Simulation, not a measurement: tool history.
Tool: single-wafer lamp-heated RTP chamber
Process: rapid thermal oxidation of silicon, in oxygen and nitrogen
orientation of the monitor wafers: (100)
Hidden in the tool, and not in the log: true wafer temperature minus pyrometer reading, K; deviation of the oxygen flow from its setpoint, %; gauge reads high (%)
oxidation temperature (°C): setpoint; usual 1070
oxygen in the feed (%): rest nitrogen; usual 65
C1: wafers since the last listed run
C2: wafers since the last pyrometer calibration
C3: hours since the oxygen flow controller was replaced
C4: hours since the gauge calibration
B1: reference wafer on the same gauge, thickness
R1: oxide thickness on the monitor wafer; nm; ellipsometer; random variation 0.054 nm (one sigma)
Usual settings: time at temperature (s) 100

{"run": 1, "hour": 0.0, "oxidation temperature (°C)": 1070, "time at temperature (s)": 100, "oxygen in the feed (%)": 65, "C1": 0, "C2": 2489, "C3": 1527.5, "C4": 1114.1, "B1": 10.896, "R1": 9.678}
{"run": 2, "hour": 95.7, "oxidation temperature (°C)": 1070, "time at temperature (s)": 100, "oxygen in the feed (%)": 65, "C1": 526, "C2": 3015, "C3": 1623.2, "C4": 1209.8, "B1": 10.879, "R1": 9.737}
{"run": 3, "hour": 173.8, "oxidation temperature (°C)": 1070, "time at temperature (s)": 100, "oxygen in the feed (%)": 65, "C1": 429, "C2": 3445, "C3": 1701.3, "C4": 1287.9, "B1": 10.902, "R1": 9.772}
{"hour": 282.9, "done": "pyrometer window cleaned and pyrometer calibrated"}
{"run": 4, "hour": 384.8, "oxidation temperature (°C)": 1070, "time at temperature (s)": 100, "oxygen in the feed (%)": 65, "C1": 1116, "C2": 560, "C3": 1912.3, "C4": 1498.9, "B1": 10.891, "R1": 9.636}
{"run": 5, "hour": 460.1, "oxidation temperature (°C)": 1053, "time at temperature (s)": 78, "oxygen in the feed (%)": 65, "C1": 414, "C2": 974, "C3": 1987.6, "C4": 1574.2, "B1": 10.901, "R1": 7.664}
{"run": 6, "hour": 549.0, "oxidation temperature (°C)": 1053, "time at temperature (s)": 78, "oxygen in the feed (%)": 65, "C1": 488, "C2": 1462, "C3": 2076.5, "C4": 1663.1, "B1": 10.896, "R1": 7.7}
{"run": 7, "hour": 622.5, "oxidation temperature (°C)": 1070, "time at temperature (s)": 100, "oxygen in the feed (%)": 84, "C1": 404, "C2": 1866, "C3": 2150.0, "C4": 1736.6, "B1": 10.882, "R1": 10.597}
{"run": 8, "hour": 698.1, "oxidation temperature (°C)": 1070, "time at temperature (s)": 69, "oxygen in the feed (%)": 82, "C1": 415, "C2": 2282, "C3": 2225.6, "C4": 1812.2, "B1": 10.9, "R1": 8.885}
{"run": 9, "hour": 790.3, "oxidation temperature (°C)": 1070, "time at temperature (s)": 100, "oxygen in the feed (%)": 65, "C1": 506, "C2": 2789, "C3": 2317.8, "C4": 1904.4, "B1": 10.872, "R1": 9.758}
{"hour": 818.9, "done": "oxygen flow controller replaced"}
{"run": 10, "hour": 895.6, "oxidation temperature (°C)": 1070, "time at temperature (s)": 100, "oxygen in the feed (%)": 65, "C1": 534, "C2": 3324, "C3": 76.7, "C4": 2009.7, "B1": 10.862, "R1": 9.793}
{"hour": 909.8, "done": "pyrometer window cleaned and pyrometer calibrated"}
{"run": 11, "hour": 971.5, "oxidation temperature (°C)": 1070, "time at temperature (s)": 100, "oxygen in the feed (%)": 65, "C1": 373, "C2": 339, "C3": 152.6, "C4": 2085.6, "B1": 10.909, "R1": 9.599}
{"run": 12, "hour": 1055.6, "oxidation temperature (°C)": 1048, "time at temperature (s)": 123, "oxygen in the feed (%)": 65, "C1": 462, "C2": 801, "C3": 236.7, "C4": 2169.7, "B1": 10.876, "R1": 9.09}
{"run": 13, "hour": 1095.9, "oxidation temperature (°C)": 1082, "time at temperature (s)": 100, "oxygen in the feed (%)": 43, "C1": 221, "C2": 1023, "C3": 277.0, "C4": 2210.0, "B1": 10.887, "R1": 8.977}
{"run": 14, "hour": 1149.9, "oxidation temperature (°C)": 1092, "time at temperature (s)": 125, "oxygen in the feed (%)": 65, "C1": 296, "C2": 1319, "C3": 331.0, "C4": 2264.0, "B1": 10.885, "R1": 12.328}
{"run": 15, "hour": 1252.1, "oxidation temperature (°C)": 1070, "time at temperature (s)": 100, "oxygen in the feed (%)": 65, "C1": 561, "C2": 1881, "C3": 433.2, "C4": 2366.2, "B1": 10.921, "R1": 9.682}
{"run": 16, "hour": 1344.0, "oxidation temperature (°C)": 1082, "time at temperature (s)": 100, "oxygen in the feed (%)": 43, "C1": 505, "C2": 2387, "C3": 525.1, "C4": 2458.1, "B1": 10.904, "R1": 9.127}
{"run": 17, "hour": 1387.2, "oxidation temperature (°C)": 1070, "time at temperature (s)": 100, "oxygen in the feed (%)": 65, "C1": 237, "C2": 2624, "C3": 568.3, "C4": 2501.3, "B1": 10.915, "R1": 9.777}
{"run": 18, "hour": 1431.8, "oxidation temperature (°C)": 1086, "time at temperature (s)": 100, "oxygen in the feed (%)": 50, "C1": 245, "C2": 2869, "C3": 612.9, "C4": 2545.9, "B1": 10.912, "R1": 9.704}
{"run": 19, "hour": 1523.1, "oxidation temperature (°C)": 1070, "time at temperature (s)": 100, "oxygen in the feed (%)": 87, "C1": 501, "C2": 3371, "C3": 704.2, "C4": 2637.2, "B1": 10.877, "R1": 10.795}
{"hour": 1554.8, "done": "pyrometer window cleaned and pyrometer calibrated"}
{"run": 20, "hour": 1570.0, "oxidation temperature (°C)": 1060, "time at temperature (s)": 134, "oxygen in the feed (%)": 79, "C1": 213, "C2": 83, "C3": 751.1, "C4": 2684.1, "B1": 10.893, "R1": 10.947}
{"hour": 1597.1, "done": "gauge calibrated"}
{"run": 21, "hour": 1620.7, "oxidation temperature (°C)": 1070, "time at temperature (s)": 100, "oxygen in the feed (%)": 39, "C1": 278, "C2": 362, "C3": 801.8, "C4": 23.6, "B1": 10.921, "R1": 7.905}
{"run": 22, "hour": 1694.3, "oxidation temperature (°C)": 1070, "time at temperature (s)": 136, "oxygen in the feed (%)": 87, "C1": 404, "C2": 767, "C3": 875.4, "C4": 97.2, "B1": 10.897, "R1": 12.351}
{"run": 23, "hour": 1756.1, "oxidation temperature (°C)": 1070, "time at temperature (s)": 100, "oxygen in the feed (%)": 46, "C1": 339, "C2": 1107, "C3": 937.2, "C4": 159.0, "B1": 10.883, "R1": 8.456}
{"run": 24, "hour": 1814.5, "oxidation temperature (°C)": 1086, "time at temperature (s)": 100, "oxygen in the feed (%)": 65, "C1": 321, "C2": 1428, "C3": 995.6, "C4": 217.4, "B1": 10.888, "R1": 10.836}
{"run": 25, "hour": 1861.2, "oxidation temperature (°C)": 1044, "time at temperature (s)": 100, "oxygen in the feed (%)": 65, "C1": 256, "C2": 1684, "C3": 1042.3, "C4": 264.1, "B1": 10.897, "R1": 8.146}
{"run": 26, "hour": 1929.2, "oxidation temperature (°C)": 1070, "time at temperature (s)": 100, "oxygen in the feed (%)": 65, "C1": 373, "C2": 2058, "C3": 1110.3, "C4": 332.1, "B1": 10.854, "R1": 9.693}
{"run": 27, "hour": 2030.4, "oxidation temperature (°C)": 1070, "time at temperature (s)": 100, "oxygen in the feed (%)": 65, "C1": 556, "C2": 2615, "C3": 1211.5, "C4": 433.3, "B1": 10.885, "R1": 9.79}
{"run": 28, "hour": 2089.9, "oxidation temperature (°C)": 1070, "time at temperature (s)": 66, "oxygen in the feed (%)": 65, "C1": 327, "C2": 2942, "C3": 1271.0, "C4": 492.8, "B1": 10.881, "R1": 8.055}
{"hour": 2205.7, "done": "pyrometer window cleaned and pyrometer calibrated"}
{"run": 29, "hour": 2287.9, "oxidation temperature (°C)": 1041, "time at temperature (s)": 74, "oxygen in the feed (%)": 75, "C1": 1044, "C2": 451, "C3": 1469.0, "C4": 690.8, "B1": 10.854, "R1": 7.205}
{"run": 30, "hour": 2333.9, "oxidation temperature (°C)": 1070, "time at temperature (s)": 69, "oxygen in the feed (%)": 82, "C1": 252, "C2": 704, "C3": 1515.0, "C4": 736.8, "B1": 10.874, "R1": 8.8}
{"run": 31, "hour": 2415.9, "oxidation temperature (°C)": 1050, "time at temperature (s)": 100, "oxygen in the feed (%)": 40, "C1": 450, "C2": 1155, "C3": 1597.0, "C4": 818.8, "B1": 10.863, "R1": 7.063}
{"run": 32, "hour": 2596.1, "oxidation temperature (°C)": 1046, "time at temperature (s)": 100, "oxygen in the feed (%)": 65, "C1": 990, "C2": 2146, "C3": 1777.2, "C4": 999.0, "B1": 10.866, "R1": 8.174}
{"run": 33, "hour": 2663.4, "oxidation temperature (°C)": 1070, "time at temperature (s)": 66, "oxygen in the feed (%)": 65, "C1": 370, "C2": 2516, "C3": 1844.5, "C4": 1066.3, "B1": 10.906, "R1": 8.055}
{"run": 34, "hour": 2704.2, "oxidation temperature (°C)": 1081, "time at temperature (s)": 80, "oxygen in the feed (%)": 65, "C1": 224, "C2": 2740, "C3": 1885.3, "C4": 1107.1, "B1": 10.893, "R1": 9.494}
{"run": 35, "hour": 2785.6, "oxidation temperature (°C)": 1051, "time at temperature (s)": 80, "oxygen in the feed (%)": 81, "C1": 447, "C2": 3188, "C3": 1966.7, "C4": 1188.5, "B1": 10.868, "R1": 8.372}
{"run": 36, "hour": 2875.3, "oxidation temperature (°C)": 1045, "time at temperature (s)": 54, "oxygen in the feed (%)": 82, "C1": 493, "C2": 3681, "C3": 2056.4, "C4": 1278.2, "B1": 10.882, "R1": 6.79}

What the log doesn't show, run by run:
deviation of the oxygen flow from its setpoint, %: 0 in every run
gauge reads high (%): 0 in every run
H1: true wafer temperature minus pyrometer reading, K
run=1 H1=5.14
run=2 H1=5.44
run=3 H1=5.61
run=4 H1=2.51
run=5 H1=3.55
run=6 H1=4.42
run=7 H1=4.94
run=8 H1=5.33
run=9 H1=5.67
run=10 H1=5.93
run=11 H1=1.82
run=12 H1=3.17
run=13 H1=3.66
run=14 H1=4.21
run=15 H1=4.97
run=16 H1=5.43
run=17 H1=5.59
run=18 H1=5.73
run=19 H1=5.94
run=20 H1=0.9
run=21 H1=1.95
run=22 H1=3.12
run=23 H1=3.87
run=24 H1=4.42
run=25 H1=4.78
run=26 H1=5.19
run=27 H1=5.62
run=28 H1=5.8
run=29 H1=1.75
run=30 H1=2.48
run=31 H1=3.48
run=32 H1=4.79
run=33 H1=5.08
run=34 H1=5.21
run=35 H1=5.43
run=36 H1=5.6

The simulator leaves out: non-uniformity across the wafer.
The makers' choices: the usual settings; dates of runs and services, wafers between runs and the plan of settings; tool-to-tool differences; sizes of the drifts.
